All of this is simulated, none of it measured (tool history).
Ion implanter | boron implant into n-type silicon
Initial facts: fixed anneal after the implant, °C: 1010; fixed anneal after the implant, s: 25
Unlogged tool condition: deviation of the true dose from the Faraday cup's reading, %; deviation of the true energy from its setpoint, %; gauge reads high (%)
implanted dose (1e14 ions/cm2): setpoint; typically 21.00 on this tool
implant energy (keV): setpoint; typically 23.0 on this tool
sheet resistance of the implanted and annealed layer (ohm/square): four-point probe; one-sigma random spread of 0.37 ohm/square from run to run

run,hour,implanted dose (1e14 ions/cm2),implant energy (keV),wafers since the last listed run,hours since the last dose calibration,hours since the extraction supply was calibrated,hours since the gauge calibration,"read-back reference wafer on the same gauge, sheet resistance",sheet resistance of the implanted and annealed layer (ohm/square)
1,0.0,25.11,23.0,0,546.8,2278.1,2170.2,65.85,67.75
2,51.5,21.00,20.0,1254,598.3,2329.6,2221.7,65.87,77.87
3,99.9,21.00,20.0,1178,646.7,2378.0,2270.1,65.87,78.43
4,148.5,21.00,23.0,1183,695.3,2426.6,2318.7,65.99,74.05
5,190.7,21.00,23.0,1027,737.5,2468.8,2360.9,65.90,75.49
6,339.3,21.00,23.0,3619,886.1,2617.4,2509.5,65.98,74.47
# hour 390.7: extraction supply calibrated
7,391.5,21.00,23.0,1076,938.3,0.8,2561.7,65.85,74.57
# hour 427.7: gauge calibrated
8,447.1,21.00,23.0,1354,993.9,56.4,19.4,65.84,74.35
9,492.1,21.00,23.0,1096,1038.9,101.4,64.4,65.88,74.13
10,548.5,21.00,23.0,1373,1095.3,157.8,120.8,65.92,74.44
11,614.7,21.00,23.0,1612,1161.5,224.0,187.0,65.91,74.64
12,658.5,21.00,23.0,1066,1205.3,267.8,230.8,65.90,74.57
# hour 714.1: Faraday cup replaced and dose calibrated
13,714.6,21.00,23.0,1171,0.5,323.9,286.9,65.88,79.10
14,775.1,21.00,23.0,1473,61.0,384.4,347.4,65.92,78.85
15,818.5,21.00,23.0,1057,104.4,427.8,390.8,65.88,79.01
16,845.0,24.86,23.0,645,130.9,454.3,417.3,65.97,71.07
17,871.9,21.00,23.0,655,157.8,481.2,444.2,65.85,78.74
18,922.7,23.89,19.5,1237,208.6,532.0,495.0,65.90,76.76
19,978.3,21.00,23.0,1354,264.2,587.6,550.6,65.81,78.73
20,1034.0,21.00,19.5,1356,319.9,643.3,606.3,65.80,81.33
21,1070.9,23.24,17.0,898,356.8,680.2,643.2,65.90,81.62
# hour 1126.9: Faraday cup replaced and dose calibrated, repeated, since the last time left the tool worse
22,1134.3,21.00,20.5,1349,7.4,743.6,706.6,65.97,77.83
23,1179.3,16.24,31.0,1096,52.4,788.6,751.6,65.85,85.44
24,1212.4,25.82,28.0,806,85.5,821.7,784.7,65.99,64.49
25,1276.9,21.00,23.0,1570,150.0,886.2,849.2,65.87,76.12
26,1302.0,22.93,18.5,611,175.1,911.3,874.3,65.82,77.08
27,1360.2,15.97,27.5,1417,233.3,969.5,932.5,65.95,87.15
28,1393.2,22.69,23.0,803,266.3,1002.5,965.5,65.89,72.25
29,1438.3,26.71,28.5,1098,311.4,1047.6,1010.6,65.94,62.31
30,1489.0,15.97,27.5,1234,362.1,1098.3,1061.3,65.95,87.78
31,1538.8,18.86,18.0,1212,411.9,1148.1,1111.1,65.86,85.81
32,1587.9,21.00,17.5,1195,461.0,1197.2,1160.2,65.95,81.87
33,1618.8,15.29,28.5,752,491.9,1228.1,1191.1,65.91,89.67
34,1657.7,15.59,21.0,947,530.8,1267.0,1230.0,65.95,92.11
35,1708.5,21.00,23.0,1237,581.6,1317.8,1280.8,65.79,75.68
36,1772.3,21.00,23.0,1553,645.4,1381.6,1344.6,66.05,75.57
37,1840.2,18.36,25.0,1653,713.3,1449.5,1412.5,65.91,79.88
38,1896.8,15.66,19.5,1378,769.9,1506.1,1469.1,65.83,93.10

3 ways to go on from here, each from the tool as it stands after run 38. What would each give?
A,1897.2,26.28,23.0,9,770.3,1506.5,1469.5,?,?
B,1897.2,23.39,23.0,9,770.3,1506.5,1469.5,?,?
C,1897.2,16.75,20.5,9,770.3,1506.5,1469.5,?,?

run,"read-back reference wafer on the same gauge, sheet resistance",sheet resistance of the implanted and annealed layer (ohm/square)
A,65.95,67.11
B,65.95,70.82
C,65.95,88.00
What these runs would have given with no unlogged condition in the tool:
run,sheet resistance of the implanted and annealed layer (ohm/square)
A,67.72
B,71.57
C,89.16
